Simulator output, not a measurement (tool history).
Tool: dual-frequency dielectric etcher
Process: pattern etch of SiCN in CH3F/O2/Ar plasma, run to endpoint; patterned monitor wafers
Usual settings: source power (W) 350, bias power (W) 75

run	hour	source power (W)	bias power (W)	wafers since the last listed run	hours since the last wet clean	hours since the last source power generator calibration	hours since the last bias power generator calibration	hours since the last upper electrode change	incoming incoming film thickness, nm	endpoint time (s)
1	0	350	75	0	98.9	2927	3404.3	3457.4	11.2	27.9
2	35.7	350	75	305	134.6	2962.7	3440	3493.1	11.36	28.5
3	64	410	69	241	162.9	2991	3468.3	3521.4	11.27	27.7
4	76.6	350	75	107	175.5	3003.6	3480.9	3534	11.36	28.6
5	176.7	350	75	855	275.6	3103.7	3581	3634.1	11.29	28.3
6	197.6	350	75	178	296.5	3124.6	3601.9	3655	11.38	28.3
7	224.6	350	75	230	323.5	3151.6	3628.9	3682	11.26	28.1
8	258.7	290	70	291	357.6	3185.7	3663	3716.1	11.34	30.4
9	284.3	290	70	218	383.2	3211.3	3688.6	3741.7	11.3	30.3
10	309.8	290	70	217	408.7	3236.8	3714.1	3767.2	11.4	30.9
11	322.2	350	75	105	421.1	3249.2	3726.5	3779.6	11.37	28.2
12	344.4	350	75	189	443.3	3271.4	3748.7	3801.8	11.26	28.2
13	357.8	350	75	114	456.7	3284.8	3762.1	3815.2	11.38	28.5
14	378	320	61	172	476.9	3305	3782.3	3835.4	11.29	30.9
15	398.3	350	75	173	497.2	3325.3	3802.6	3855.7	11.37	28.2
16	468.9	350	64	603	567.8	3395.9	3873.2	3926.3	11.3	29.6
# hour 505: upper electrode replaced, of another model than before
17	505.5	290	57	107	604.4	3432.5	3909.8	0.5	11.38	35.6
18	519.4	400	75	118	618.3	3446.4	3923.7	14.4	11.34	26.2
# hour 525.8: bias power generator calibrated
# hour 560.9: source power generator calibrated
# hour 573.8: wet clean of the chamber
19	574.3	310	75	290	0.5	13.4	48.5	69.3	11.28	30.6
20	584.4	350	58	86	10.6	23.5	58.6	79.4	11.22	32.7
21	608.4	350	68	205	34.6	47.5	82.6	103.4	11.38	30.5
22	637.5	280	70	248	63.7	76.6	111.7	132.5	11.35	33.3
23	661.8	440	83	207	88	100.9	136	156.8	11.37	24.6
24	684.4	420	92	193	110.6	123.5	158.6	179.4	11.3	23.5
25	713.8	350	90	251	140	152.9	188	208.8	11.26	26.2
26	748.8	350	75	299	175	187.9	223	243.8	11.17	28.2

How the hidden state differs across the entries between the runs, from the last listed run before each to the first after it:
Between runs 16 and 17: upper electrode replaced, of another model than before (hour 505)
  etch rate over this chamber's usual, %: 2.7 -> 2.85
  measured less the result without the state, endpoint time (s): -0.8 -> -1
Between runs 18 and 19: bias power generator calibrated (hour 525.8); source power generator calibrated (hour 560.9); wet clean of the chamber (hour 573.8)
  etch rate over this chamber's usual, %: 2.91 -> 0.0655
  measured less the result without the state, endpoint time (s): -0.7 -> +0
